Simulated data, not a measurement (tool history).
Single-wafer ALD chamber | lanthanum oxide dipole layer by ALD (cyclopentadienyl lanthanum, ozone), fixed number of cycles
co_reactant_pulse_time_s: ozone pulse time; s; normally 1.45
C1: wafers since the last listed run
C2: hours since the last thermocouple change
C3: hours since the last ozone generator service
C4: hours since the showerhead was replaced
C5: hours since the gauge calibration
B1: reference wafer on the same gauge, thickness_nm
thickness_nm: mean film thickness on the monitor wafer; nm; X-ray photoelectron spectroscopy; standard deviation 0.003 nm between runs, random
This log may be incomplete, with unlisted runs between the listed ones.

run 1 day=0 | co_reactant_pulse_time_s=1.45 | C1=0 C2=555.8 C3=858.8 C4=5148.6 C5=776.6 | B1=0.586 | thickness_nm=0.519
run 2 day=2.512 | co_reactant_pulse_time_s=1.45 | C1=995 C2=616.1 C3=919.1 C4=5208.9 C5=836.9 | B1=0.586 | thickness_nm=0.519
run 3 day=5.392 | co_reactant_pulse_time_s=1.45 | C1=1140 C2=685.2 C3=988.2 C4=5278 C5=906 | B1=0.586 | thickness_nm=0.519
-- day=7.225 ozone generator serviced
run 4 day=7.592 | co_reactant_pulse_time_s=1.45 | C1=739 C2=738 C3=8.8 C4=5330.8 C5=958.8 | B1=0.586 | thickness_nm=0.518
run 5 day=8.829 | co_reactant_pulse_time_s=1.45 | C1=490 C2=767.7 C3=38.5 C4=5360.5 C5=988.5 | B1=0.586 | thickness_nm=0.521
run 6 day=11.421 | co_reactant_pulse_time_s=1.45 | C1=1026 C2=829.9 C3=100.7 C4=5422.7 C5=1050.7 | B1=0.586 | thickness_nm=0.515
run 7 day=12.729 | co_reactant_pulse_time_s=1.45 | C1=518 C2=861.3 C3=132.1 C4=5454.1 C5=1082.1 | B1=0.586 | thickness_nm=0.523
run 8 day=15.638 | co_reactant_pulse_time_s=1.45 | C1=1151 C2=931.1 C3=201.9 C4=5523.9 C5=1151.9 | B1=0.586 | thickness_nm=0.519
run 9 day=18.279 | co_reactant_pulse_time_s=1.45 | C1=1046 C2=994.5 C3=265.3 C4=5587.3 C5=1215.3 | B1=0.586 | thickness_nm=0.515
-- day=18.633 showerhead replaced
run 10 day=19.925 | co_reactant_pulse_time_s=1.45 | C1=519 C2=1034 C3=304.8 C4=31 C5=1254.8 | B1=0.585 | thickness_nm=0.519
run 11 day=22.2 | co_reactant_pulse_time_s=1.45 | C1=901 C2=1088.6 C3=359.4 C4=85.6 C5=1309.4 | B1=0.586 | thickness_nm=0.521
run 12 day=23.767 | co_reactant_pulse_time_s=1.33 | C1=620 C2=1126.2 C3=397 C4=123.2 C5=1347 | B1=0.586 | thickness_nm=0.511
run 13 day=25.625 | co_reactant_pulse_time_s=1.33 | C1=736 C2=1170.8 C3=441.6 C4=167.8 C5=1391.6 | B1=0.586 | thickness_nm=0.508
run 14 day=26.85 | co_reactant_pulse_time_s=1.33 | C1=485 C2=1200.2 C3=471 C4=197.2 C5=1421 | B1=0.586 | thickness_nm=0.507
-- day=28.05 gauge calibrated
run 15 day=28.688 | co_reactant_pulse_time_s=1.03 | C1=727 C2=1244.3 C3=515.1 C4=241.3 C5=15.3 | B1=0.586 | thickness_nm=0.465
run 16 day=30.967 | co_reactant_pulse_time_s=1.86 | C1=902 C2=1299 C3=569.8 C4=296 C5=70 | B1=0.586 | thickness_nm=0.536
run 17 day=36.55 | co_reactant_pulse_time_s=1.45 | C1=2211 C2=1433 C3=703.8 C4=430 C5=204 | B1=0.586 | thickness_nm=0.515
run 18 day=39.538 | co_reactant_pulse_time_s=1.29 | C1=1183 C2=1504.7 C3=775.5 C4=501.7 C5=275.7 | B1=0.586 | thickness_nm=0.5
run 19 day=42.038 | co_reactant_pulse_time_s=1.81 | C1=990 C2=1564.7 C3=835.5 C4=561.7 C5=335.7 | B1=0.585 | thickness_nm=0.533
run 20 day=44.808 | co_reactant_pulse_time_s=1.16 | C1=1097 C2=1631.2 C3=902 C4=628.2 C5=402.2 | B1=0.586 | thickness_nm=0.488
-- day=46.875 ozone generator serviced
run 21 day=47.092 | co_reactant_pulse_time_s=1.81 | C1=772 C2=1686 C3=5.2 C4=683 C5=457 | B1=0.586 | thickness_nm=0.538
-- day=48.646 thermocouple changed; heater temperature recalibrated
run 22 day=49.308 | co_reactant_pulse_time_s=1.25 | C1=745 C2=15.9 C3=58.4 C4=736.2 C5=510.2 | B1=0.586 | thickness_nm=0.497
run 23 day=50.354 | co_reactant_pulse_time_s=1.09 | C1=414 C2=41 C3=83.5 C4=761.3 C5=535.3 | B1=0.586 | thickness_nm=0.477
run 24 day=51.929 | co_reactant_pulse_time_s=1.81 | C1=623 C2=78.8 C3=121.3 C4=799.1 C5=573.1 | B1=0.587 | thickness_nm=0.533
run 25 day=54.367 | co_reactant_pulse_time_s=1.29 | C1=965 C2=137.3 C3=179.8 C4=857.6 C5=631.6 | B1=0.586 | thickness_nm=0.503
run 26 day=55.467 | co_reactant_pulse_time_s=1.45 | C1=435 C2=163.7 C3=206.2 C4=884 C5=658 | B1=0.586 | thickness_nm=0.518
run 27 day=56.65 | co_reactant_pulse_time_s=1.97 | C1=468 C2=192.1 C3=234.6 C4=912.4 C5=686.4 | B1=0.585 | thickness_nm=0.54
run 28 day=58.912 | co_reactant_pulse_time_s=1.45 | C1=896 C2=246.4 C3=288.9 C4=966.7 C5=740.7 | B1=0.586 | thickness_nm=0.515
run 29 day=61.262 | co_reactant_pulse_time_s=1.68 | C1=930 C2=302.8 C3=345.3 C4=1023.1 C5=797.1 | B1=0.586 | thickness_nm=0.525

Consider 5 possible next runs. They are alternatives, not a sequence: every one starts from the tool as it was left by run 29. What does each give?
run A day=61.279 | co_reactant_pulse_time_s=1.45 | C1=6 C2=303.2 C3=345.7 C4=1023.5 C5=797.5 | B1=? | thickness_nm=?
run B day=61.279 | co_reactant_pulse_time_s=1.1 | C1=6 C2=303.2 C3=345.7 C4=1023.5 C5=797.5 | B1=? | thickness_nm=?
run C day=61.279 | co_reactant_pulse_time_s=1.69 | C1=6 C2=303.2 C3=345.7 C4=1023.5 C5=797.5 | B1=? | thickness_nm=?
run D day=61.279 | co_reactant_pulse_time_s=1.8 | C1=6 C2=303.2 C3=345.7 C4=1023.5 C5=797.5 | B1=? | thickness_nm=?
run E day=61.279 | co_reactant_pulse_time_s=0.88 | C1=6 C2=303.2 C3=345.7 C4=1023.5 C5=797.5 | B1=? | thickness_nm=?

run=A B1=0.586 thickness_nm=0.516
run=B B1=0.586 thickness_nm=0.474
run=C B1=0.586 thickness_nm=0.529
run=D B1=0.586 thickness_nm=0.533
run=E B1=0.586 thickness_nm=0.423
What these runs would have given with no unlogged condition in the tool:
run=A thickness_nm=0.516
run=B thickness_nm=0.474
run=C thickness_nm=0.529
run=D thickness_nm=0.533
run=E thickness_nm=0.423
